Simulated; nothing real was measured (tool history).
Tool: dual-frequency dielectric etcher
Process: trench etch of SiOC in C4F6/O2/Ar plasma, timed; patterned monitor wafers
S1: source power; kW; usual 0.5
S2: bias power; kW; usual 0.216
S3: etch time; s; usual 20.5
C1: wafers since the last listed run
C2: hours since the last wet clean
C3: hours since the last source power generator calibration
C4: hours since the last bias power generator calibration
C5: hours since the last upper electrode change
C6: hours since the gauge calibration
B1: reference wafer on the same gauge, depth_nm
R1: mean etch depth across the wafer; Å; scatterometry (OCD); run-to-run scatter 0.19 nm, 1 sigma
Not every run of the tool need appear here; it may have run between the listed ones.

| run | hour | S1 | S2 | S3 | C1 | C2 | C3 | C4 | C5 | C6 | B1 | R1 |
|---|---|---|---|---|---|---|---|---|---|---|---|---|
| 1 | 0 | 0.5 | 0.216 | 20.5 | 0 | 218.7 | 2583.4 | 1169 | 2753.8 | 1490.2 | 43.99 | 476.5 |
| 2 | 79 | 0.5 | 0.216 | 20.5 | 1062 | 297.7 | 2662.4 | 1248 | 2832.8 | 1569.2 | 44.07 | 476.1 |
| 3 | 145.7 | 0.5 | 0.216 | 20.5 | 897 | 364.4 | 2729.1 | 1314.7 | 2899.5 | 1635.9 | 43.92 | 473.3 |
| 4 | 220.1 | 0.5 | 0.248 | 20.5 | 1000 | 438.8 | 2803.5 | 1389.1 | 2973.9 | 1710.3 | 44.06 | 492 |
|  | 294.2 | wet clean of the chamber |
| 5 | 321.3 | 0.5 | 0.248 | 20.5 | 1038 | 27.1 | 2904.7 | 1490.3 | 3075.1 | 1811.5 | 44.04 | 510.1 |
| 6 | 389.6 | 0.5 | 0.216 | 20.5 | 918 | 95.4 | 2973 | 1558.6 | 3143.4 | 1879.8 | 43.96 | 488.2 |
| 7 | 454.4 | 0.5 | 0.216 | 20.5 | 871 | 160.2 | 3037.8 | 1623.4 | 3208.2 | 1944.6 | 43.99 | 483.7 |
|  | 528.3 | source power generator calibrated |
| 8 | 558.1 | 0.5 | 0.236 | 22 | 1341 | 263.9 | 29.8 | 1727.1 | 3311.9 | 2048.3 | 43.94 | 530.6 |
| 9 | 665.7 | 0.5 | 0.236 | 22 | 1447 | 371.5 | 137.4 | 1834.7 | 3419.5 | 2155.9 | 43.95 | 523.1 |
| 10 | 767.4 | 0.5 | 0.236 | 22 | 1368 | 473.2 | 239.1 | 1936.4 | 3521.2 | 2257.6 | 43.98 | 517.3 |
|  | 837.8 | wet clean of the chamber |
| 11 | 860.3 | 0.5 | 0.216 | 20.5 | 926 | 22.5 | 332 | 2029.3 | 3614.1 | 2350.5 | 43.94 | 484.5 |
| 12 | 937.3 | 0.5 | 0.216 | 20.5 | 1035 | 99.5 | 409 | 2106.3 | 3691.1 | 2427.5 | 43.98 | 484.6 |
| 13 | 976.7 | 0.5 | 0.216 | 20.5 | 529 | 138.9 | 448.4 | 2145.7 | 3730.5 | 2466.9 | 43.96 | 484 |
|  | 1022 | bias power generator calibrated |
| 14 | 1023.2 | 0.5 | 0.216 | 20.5 | 571 | 185.4 | 494.9 | 1.2 | 3777 | 2513.4 | 44.06 | 478.4 |
| 15 | 1062.2 | 0.59 | 0.187 | 16.5 | 524 | 224.4 | 533.9 | 40.2 | 3816 | 2552.4 | 43.9 | 397.3 |
| 16 | 1164.8 | 0.58 | 0.166 | 20.5 | 1380 | 327 | 636.5 | 142.8 | 3918.6 | 2655 | 44.03 | 467.9 |
| 17 | 1213.8 | 0.57 | 0.247 | 24.5 | 659 | 376 | 685.5 | 191.8 | 3967.6 | 2704 | 44.01 | 622.1 |
| 18 | 1264.1 | 0.5 | 0.183 | 24.5 | 676 | 426.3 | 735.8 | 242.1 | 4017.9 | 2754.3 | 43.96 | 533.8 |
| 19 | 1335.2 | 0.5 | 0.192 | 20.5 | 956 | 497.4 | 806.9 | 313.2 | 4089 | 2825.4 | 44 | 451 |
| 20 | 1407.3 | 0.62 | 0.168 | 20.5 | 969 | 569.5 | 879 | 385.3 | 4161.1 | 2897.5 | 44.01 | 471.2 |
|  | 1469.2 | wet clean of the chamber |
| 21 | 1470.8 | 0.41 | 0.216 | 20.5 | 531 | 1.6 | 942.5 | 448.8 | 4224.6 | 2961 | 44.05 | 441.5 |
|  | 1501.2 | upper electrode replaced |
| 22 | 1535.7 | 0.5 | 0.17 | 24.5 | 550 | 66.5 | 1007.4 | 513.7 | 34.5 | 3025.9 | 43.93 | 534.4 |
|  | 1536.1 | gauge calibrated |
| 23 | 1628.7 | 0.46 | 0.186 | 17 | 1250 | 159.5 | 1100.4 | 606.7 | 127.5 | 92.6 | 44.03 | 362.1 |
| 24 | 1705.5 | 0.5 | 0.216 | 24.5 | 1033 | 236.3 | 1177.2 | 683.5 | 204.3 | 169.4 | 44.04 | 568 |
| 25 | 1792.8 | 0.41 | 0.216 | 20.5 | 1174 | 323.6 | 1264.5 | 770.8 | 291.6 | 256.7 | 44.04 | 431.2 |
| 26 | 1858.7 | 0.4 | 0.185 | 17.5 | 886 | 389.5 | 1330.4 | 836.7 | 357.5 | 322.6 | 44.01 | 344.3 |
| 27 | 1962.4 | 0.5 | 0.216 | 25 | 1394 | 493.2 | 1434.1 | 940.4 | 461.2 | 426.3 | 44.04 | 565.8 |
|  | 2075.3 | wet clean of the chamber |
| 28 | 2075.8 | 0.5 | 0.216 | 20.5 | 1202 | 0.5 | 1547.5 | 1053.8 | 574.6 | 539.7 | 44.01 | 487.8 |
| 29 | 2114.1 | 0.41 | 0.216 | 20.5 | 515 | 38.8 | 1585.8 | 1092.1 | 612.9 | 578 | 43.98 | 442.2 |
| 30 | 2279.8 | 0.5 | 0.233 | 22.5 | 2228 | 204.5 | 1751.5 | 1257.8 | 778.6 | 743.7 | 44.07 | 537.9 |

List, for all runs, the conditions of the tool that the log does not record:
source power that arrives over what is set, %: 0 in every run
bias power that arrives over what is set, %: 0 in every run
gauge reads high (%): 0 in every run
H1: etch rate over this chamber's usual, %
| run | H1 |
|---|---|
| 1 | -1.97 |
| 2 | -2.64 |
| 3 | -3.21 |
| 4 | -3.84 |
| 5 | 0.14 |
| 6 | -0.441 |
| 7 | -0.992 |
| 8 | -1.87 |
| 9 | -2.79 |
| 10 | -3.65 |
| 11 | -0.112 |
| 12 | -0.767 |
| 13 | -1.1 |
| 14 | -1.5 |
| 15 | -1.83 |
| 16 | -2.7 |
| 17 | -3.12 |
| 18 | -3.55 |
| 19 | -4.15 |
| 20 | -4.77 |
| 21 | -0.262 |
| 22 | -0.814 |
| 23 | -1.61 |
| 24 | -2.26 |
| 25 | -3 |
| 26 | -3.56 |
| 27 | -4.44 |
| 28 | 0.127 |
| 29 | -0.199 |
| 30 | -1.61 |
